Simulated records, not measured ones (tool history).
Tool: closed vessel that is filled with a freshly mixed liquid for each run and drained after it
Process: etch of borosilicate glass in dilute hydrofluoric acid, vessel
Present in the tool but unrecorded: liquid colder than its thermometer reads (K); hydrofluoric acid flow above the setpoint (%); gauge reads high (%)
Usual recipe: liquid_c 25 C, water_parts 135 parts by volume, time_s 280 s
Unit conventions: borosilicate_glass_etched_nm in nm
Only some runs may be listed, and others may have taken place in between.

| run | hour | liquid_c | water_parts | time_s | wafers since the last listed run | hours since the thermometer was replaced | hours since the hydrofluoric acid flow meter was replaced | hours since the gauge calibration | read-back film thickness of the borosilicate glass reference wafer, read on the same gauge (nm) | borosilicate_glass_etched_nm |
|---|---|---|---|---|---|---|---|---|---|---|
| 1 | 0 | 25 | 135 | 205 | 0 | 459.4 | 943.5 | 617.3 | 120 | 45.71 |
| 2 | 52 | 25 | 135 | 205 | 3187 | 511.4 | 995.5 | 669.3 | 120 | 45.31 |
| 3 | 104.2 | 25 | 135 | 390 | 3199 | 563.6 | 1047.7 | 721.5 | 120.01 | 87.63 |
| 4 | 158.6 | 25 | 135 | 390 | 3334 | 618 | 1102.1 | 775.9 | 119.94 | 87.8 |
| 5 | 188.5 | 25 | 135 | 390 | 1832 | 647.9 | 1132 | 805.8 | 120.01 | 88.25 |
| 6 | 242.7 | 25 | 135 | 280 | 3322 | 702.1 | 1186.2 | 860 | 120.02 | 63.96 |
|  | 280.6 | thermometer replaced |
| 7 | 301.6 | 22 | 135 | 240 | 3548 | 21 | 1245.1 | 918.9 | 119.98 | 48.66 |
| 8 | 351.9 | 25 | 135 | 280 | 3082 | 71.3 | 1295.4 | 969.2 | 120 | 63.6 |
| 9 | 380.3 | 25 | 135 | 280 | 1740 | 99.7 | 1323.8 | 997.6 | 120.04 | 64.65 |
| 10 | 409.5 | 25 | 135 | 280 | 1789 | 128.9 | 1353 | 1026.8 | 119.99 | 64.4 |
| 11 | 468.8 | 28.5 | 135 | 280 | 3634 | 188.2 | 1412.3 | 1086.1 | 119.99 | 74.03 |
| 12 | 520.6 | 28.5 | 135 | 280 | 3174 | 240 | 1464.1 | 1137.9 | 120.01 | 73.97 |
| 13 | 559.5 | 28.5 | 135 | 280 | 2384 | 278.9 | 1503 | 1176.8 | 120.01 | 74.79 |
|  | 599.8 | hydrofluoric acid flow meter replaced |
| 14 | 603 | 25 | 135 | 280 | 2604 | 322.4 | 3.2 | 1220.3 | 120.01 | 58.17 |
| 15 | 755.1 | 25 | 135 | 170 | 9322 | 474.5 | 155.3 | 1372.4 | 120.01 | 36.38 |
| 16 | 820.5 | 20.5 | 85 | 280 | 4008 | 539.9 | 220.7 | 1437.8 | 119.98 | 83.96 |
|  | 866.2 | gauge calibrated |
| 17 | 871.4 | 25 | 135 | 280 | 3119 | 590.8 | 271.6 | 5.2 | 120.03 | 59.72 |
| 18 | 924.5 | 22 | 135 | 240 | 3254 | 643.9 | 324.7 | 58.3 | 120 | 45.35 |
| 19 | 995.5 | 20.5 | 85 | 110 | 4351 | 714.9 | 395.7 | 129.3 | 120 | 33.35 |
|  | 1093.6 | thermometer replaced |
| 20 | 1125.1 | 23 | 80 | 355 | 7882 | 31.5 | 525.3 | 258.9 | 119.98 | 126.86 |
| 21 | 1188.7 | 25 | 135 | 280 | 3898 | 95.1 | 588.9 | 322.5 | 120.01 | 60.94 |
| 22 | 1240.3 | 25 | 135 | 280 | 3162 | 146.7 | 640.5 | 374.1 | 119.98 | 61.33 |
| 23 | 1301 | 21.5 | 135 | 280 | 3720 | 207.4 | 701.2 | 434.8 | 120.06 | 53.79 |
| 24 | 1363.3 | 23 | 115 | 280 | 3818 | 269.7 | 763.5 | 497.1 | 120 | 68.5 |
| 25 | 1391.5 | 25 | 135 | 280 | 1728 | 297.9 | 791.7 | 525.3 | 119.96 | 61.37 |
| 26 | 1436.8 | 28.5 | 95 | 415 | 2776 | 343.2 | 837 | 570.6 | 119.99 | 158.34 |
| 27 | 1499.7 | 25 | 135 | 435 | 3855 | 406.1 | 899.9 | 633.5 | 120.01 | 96.8 |
| 28 | 1555.7 | 25 | 135 | 280 | 3432 | 462.1 | 955.9 | 689.5 | 119.96 | 63.44 |
| 29 | 1620.8 | 23.5 | 95 | 340 | 3990 | 527.2 | 1021 | 754.6 | 120 | 106.7 |

Each row is a separate what-if for the run after 29, all from the same tool condition, not one after another. Results?
| A | 1621.5 | 25 | 135 | 280 | 42 | 527.9 | 1021.7 | 755.3 | ? | ? |
| B | 1621.5 | 29.5 | 80 | 380 | 42 | 527.9 | 1021.7 | 755.3 | ? | ? |
| C | 1621.5 | 28.5 | 155 | 225 | 42 | 527.9 | 1021.7 | 755.3 | ? | ? |
| D | 1621.5 | 29.5 | 135 | 280 | 42 | 527.9 | 1021.7 | 755.3 | ? | ? |

| run | read-back film thickness of the borosilicate glass reference wafer, read on the same gauge (nm) | borosilicate_glass_etched_nm |
|---|---|---|
| A | 120.03 | 62.64 |
| B | 120.03 | 182.69 |
| C | 120.03 | 48.85 |
| D | 120.03 | 74.2 |
With the hidden condition removed and each run's random variation left untouched, the same runs would have given:
| run | borosilicate_glass_etched_nm |
|---|---|
| A | 58.41 |
| B | 170.79 |
| C | 45.45 |
| D | 69.12 |
